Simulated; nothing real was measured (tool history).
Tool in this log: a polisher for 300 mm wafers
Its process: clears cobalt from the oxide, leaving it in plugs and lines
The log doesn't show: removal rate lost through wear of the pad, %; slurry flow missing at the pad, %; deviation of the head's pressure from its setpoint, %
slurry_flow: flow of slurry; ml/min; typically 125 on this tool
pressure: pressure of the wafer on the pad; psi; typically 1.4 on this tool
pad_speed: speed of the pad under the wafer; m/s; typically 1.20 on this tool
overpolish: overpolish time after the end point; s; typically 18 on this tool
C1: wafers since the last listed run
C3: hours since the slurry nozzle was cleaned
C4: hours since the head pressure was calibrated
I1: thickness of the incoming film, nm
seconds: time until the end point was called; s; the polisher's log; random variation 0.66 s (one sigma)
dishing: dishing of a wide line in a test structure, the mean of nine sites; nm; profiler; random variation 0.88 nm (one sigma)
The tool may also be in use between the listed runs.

run 1 hour=0.0 | slurry_flow=125 pressure=1.4 pad_speed=1.20 overpolish=24 | C1=0 wafers_polished_on_this_pad=446 C3=0.5 C4=136.9 | I1=300.3 | seconds=72.9 dishing=45.9
run 2 hour=95.9 | slurry_flow=125 pressure=1.4 pad_speed=1.20 overpolish=24 | C1=1042 wafers_polished_on_this_pad=1488 C3=96.4 C4=232.8 | I1=300.5 | seconds=73.2 dishing=45.6
run 3 hour=178.3 | slurry_flow=125 pressure=1.4 pad_speed=1.20 overpolish=18 | C1=895 wafers_polished_on_this_pad=2384 C3=178.8 C4=315.2 | I1=303.2 | seconds=73.9 dishing=40.3
run 4 hour=260.7 | slurry_flow=125 pressure=1.4 pad_speed=1.20 overpolish=18 | C1=895 wafers_polished_on_this_pad=3279 C3=261.2 C4=397.6 | I1=297.8 | seconds=73.2 dishing=38.5
run 5 hour=330.1 | slurry_flow=125 pressure=1.4 pad_speed=1.20 overpolish=18 | C1=754 wafers_polished_on_this_pad=4033 C3=330.6 C4=467.0 | I1=301.2 | seconds=74.1 dishing=40.6
run 6 hour=373.0 | slurry_flow=125 pressure=1.4 pad_speed=1.20 overpolish=18 | C1=466 wafers_polished_on_this_pad=4500 C3=373.5 C4=509.9 | I1=299.4 | seconds=75.4 dishing=38.5
run 7 hour=475.2 | slurry_flow=125 pressure=1.4 pad_speed=1.20 overpolish=18 | C1=1110 wafers_polished_on_this_pad=5611 C3=475.7 C4=612.1 | I1=303.9 | seconds=77.4 dishing=39.0
-- hour=511.7 worn pad replaced by a new one
run 8 hour=581.1 | slurry_flow=125 pressure=1.4 pad_speed=1.20 overpolish=18 | C1=1107 wafers_polished_on_this_pad=753 C3=581.6 C4=718.0 | I1=299.3 | seconds=75.8 dishing=39.1
-- hour=615.8 slurry nozzle cleaned
run 9 hour=632.5 | slurry_flow=125 pressure=1.4 pad_speed=1.20 overpolish=18 | C1=547 wafers_polished_on_this_pad=1301 C3=16.7 C4=769.4 | I1=299.5 | seconds=73.1 dishing=39.8
run 10 hour=716.1 | slurry_flow=125 pressure=1.4 pad_speed=1.20 overpolish=18 | C1=908 wafers_polished_on_this_pad=2210 C3=100.3 C4=853.0 | I1=303.7 | seconds=74.4 dishing=39.2
run 11 hour=784.6 | slurry_flow=125 pressure=1.4 pad_speed=1.20 overpolish=18 | C1=744 wafers_polished_on_this_pad=2954 C3=168.8 C4=921.5 | I1=301.3 | seconds=74.1 dishing=40.3
run 12 hour=888.4 | slurry_flow=125 pressure=1.4 pad_speed=1.20 overpolish=18 | C1=1128 wafers_polished_on_this_pad=4083 C3=272.6 C4=1025.3 | I1=302.1 | seconds=76.0 dishing=39.5
run 13 hour=955.0 | slurry_flow=125 pressure=1.4 pad_speed=1.20 overpolish=18 | C1=723 wafers_polished_on_this_pad=4807 C3=339.2 C4=1091.9 | I1=297.6 | seconds=73.6 dishing=40.0
run 14 hour=1038.4 | slurry_flow=100 pressure=1.6 pad_speed=1.20 overpolish=18 | C1=906 wafers_polished_on_this_pad=5713 C3=422.6 C4=1175.3 | I1=297.9 | seconds=68.4 dishing=39.1
run 15 hour=1095.4 | slurry_flow=125 pressure=1.4 pad_speed=1.50 overpolish=18 | C1=619 wafers_polished_on_this_pad=6333 C3=479.6 C4=1232.3 | I1=298.1 | seconds=60.2 dishing=44.7
-- hour=1115.9 worn pad replaced by a new one
run 16 hour=1173.9 | slurry_flow=125 pressure=1.4 pad_speed=1.20 overpolish=18 | C1=809 wafers_polished_on_this_pad=630 C3=558.1 C4=1310.8 | I1=294.9 | seconds=74.9 dishing=37.5
run 17 hour=1243.1 | slurry_flow=80 pressure=1.2 pad_speed=1.06 overpolish=11 | C1=752 wafers_polished_on_this_pad=1382 C3=627.3 C4=1380.0 | I1=303.3 | seconds=117.3 dishing=20.3
run 18 hour=1298.3 | slurry_flow=125 pressure=1.4 pad_speed=1.20 overpolish=18 | C1=599 wafers_polished_on_this_pad=1982 C3=682.5 C4=1435.2 | I1=300.7 | seconds=78.1 dishing=38.6
-- hour=1338.2 slurry nozzle cleaned
-- hour=1378.8 head pressure recalibrated
run 19 hour=1379.3 | slurry_flow=125 pressure=1.0 pad_speed=1.20 overpolish=23 | C1=847 wafers_polished_on_this_pad=2830 C3=41.1 C4=0.5 | I1=299.2 | seconds=102.0 dishing=37.7
run 20 hour=1464.5 | slurry_flow=125 pressure=1.4 pad_speed=1.20 overpolish=18 | C1=926 wafers_polished_on_this_pad=3756 C3=126.3 C4=85.7 | I1=299.4 | seconds=73.8 dishing=40.9
run 21 hour=1508.8 | slurry_flow=125 pressure=1.2 pad_speed=1.46 overpolish=10 | C1=481 wafers_polished_on_this_pad=4237 C3=170.6 C4=130.0 | I1=299.2 | seconds=70.8 dishing=27.4
run 22 hour=1553.4 | slurry_flow=125 pressure=1.4 pad_speed=1.20 overpolish=18 | C1=484 wafers_polished_on_this_pad=4722 C3=215.2 C4=174.6 | I1=298.3 | seconds=75.4 dishing=39.1
run 23 hour=1621.4 | slurry_flow=105 pressure=1.4 pad_speed=1.20 overpolish=27 | C1=739 wafers_polished_on_this_pad=5461 C3=283.2 C4=242.6 | I1=299.0 | seconds=79.0 dishing=46.5
run 24 hour=1694.1 | slurry_flow=125 pressure=1.4 pad_speed=1.20 overpolish=18 | C1=790 wafers_polished_on_this_pad=6252 C3=355.9 C4=315.3 | I1=301.4 | seconds=75.4 dishing=38.0
-- hour=1716.1 worn pad replaced by a new one
run 25 hour=1787.9 | slurry_flow=95 pressure=1.1 pad_speed=1.20 overpolish=21 | C1=976 wafers_polished_on_this_pad=780 C3=449.7 C4=409.1 | I1=298.8 | seconds=106.0 dishing=35.6
run 26 hour=1856.6 | slurry_flow=125 pressure=0.9 pad_speed=1.20 overpolish=18 | C1=746 wafers_polished_on_this_pad=1527 C3=518.4 C4=477.8 | I1=299.7 | seconds=119.0 dishing=29.9
run 27 hour=1922.6 | slurry_flow=85 pressure=1.7 pad_speed=1.20 overpolish=18 | C1=717 wafers_polished_on_this_pad=2244 C3=584.4 C4=543.8 | I1=299.5 | seconds=72.6 dishing=40.4
run 28 hour=2017.5 | slurry_flow=125 pressure=0.9 pad_speed=1.20 overpolish=18 | C1=1031 wafers_polished_on_this_pad=3276 C3=679.3 C4=638.7 | I1=299.2 | seconds=121.1 dishing=28.3
-- hour=2030.2 slurry nozzle cleaned
run 29 hour=2080.0 | slurry_flow=95 pressure=0.9 pad_speed=1.20 overpolish=8 | C1=668 wafers_polished_on_this_pad=3944 C3=49.8 C4=701.2 | I1=304.0 | seconds=123.0 dishing=15.3
run 30 hour=2120.2 | slurry_flow=125 pressure=1.4 pad_speed=1.20 overpolish=18 | C1=436 wafers_polished_on_this_pad=4381 C3=90.0 C4=741.4 | I1=300.0 | seconds=73.5 dishing=39.0
run 31 hour=2175.9 | slurry_flow=160 pressure=1.4 pad_speed=1.20 overpolish=18 | C1=605 wafers_polished_on_this_pad=4986 C3=145.7 C4=797.1 | I1=299.8 | seconds=69.8 dishing=39.5
run 32 hour=2218.4 | slurry_flow=150 pressure=1.3 pad_speed=0.96 overpolish=28 | C1=461 wafers_polished_on_this_pad=5448 C3=188.2 C4=839.6 | I1=302.2 | seconds=95.7 dishing=44.3
run 33 hour=2286.9 | slurry_flow=125 pressure=1.4 pad_speed=1.20 overpolish=18 | C1=744 wafers_polished_on_this_pad=6193 C3=256.7 C4=908.1 | I1=297.1 | seconds=74.0 dishing=39.5
-- hour=2320.2 worn pad replaced by a new one
run 34 hour=2354.8 | slurry_flow=95 pressure=1.0 pad_speed=1.54 overpolish=21 | C1=694 wafers_polished_on_this_pad=376 C3=324.6 C4=976.0 | I1=298.9 | seconds=85.7 dishing=40.5

Each row is a separate what-if for the run after 34, all from the same tool condition, not one after another. Results?
run A hour=2355.3 | slurry_flow=125 pressure=1.4 pad_speed=1.20 overpolish=18 | C1=5 wafers_polished_on_this_pad=381 C3=325.1 C4=976.5 | I1=300.2 | seconds=? dishing=?
run B hour=2355.3 | slurry_flow=145 pressure=1.4 pad_speed=1.20 overpolish=18 | C1=5 wafers_polished_on_this_pad=381 C3=325.1 C4=976.5 | I1=300.2 | seconds=? dishing=?
run C hour=2355.3 | slurry_flow=125 pressure=1.4 pad_speed=1.20 overpolish=11 | C1=5 wafers_polished_on_this_pad=381 C3=325.1 C4=976.5 | I1=300.2 | seconds=? dishing=?
run D hour=2355.3 | slurry_flow=125 pressure=1.5 pad_speed=1.60 overpolish=18 | C1=5 wafers_polished_on_this_pad=381 C3=325.1 C4=976.5 | I1=300.2 | seconds=? dishing=?

run=A seconds=73.6 dishing=39.7
run=B seconds=71.4 dishing=40.4
run=C seconds=73.6 dishing=29.0
run=D seconds=51.5 dishing=47.1
Stripped of hidden state, with their random variation kept, the same runs would have yielded:
run=A seconds=71.3 dishing=40.4
run=B seconds=69.4 dishing=41.0
run=C seconds=71.3 dishing=29.7
run=D seconds=49.9 dishing=47.8

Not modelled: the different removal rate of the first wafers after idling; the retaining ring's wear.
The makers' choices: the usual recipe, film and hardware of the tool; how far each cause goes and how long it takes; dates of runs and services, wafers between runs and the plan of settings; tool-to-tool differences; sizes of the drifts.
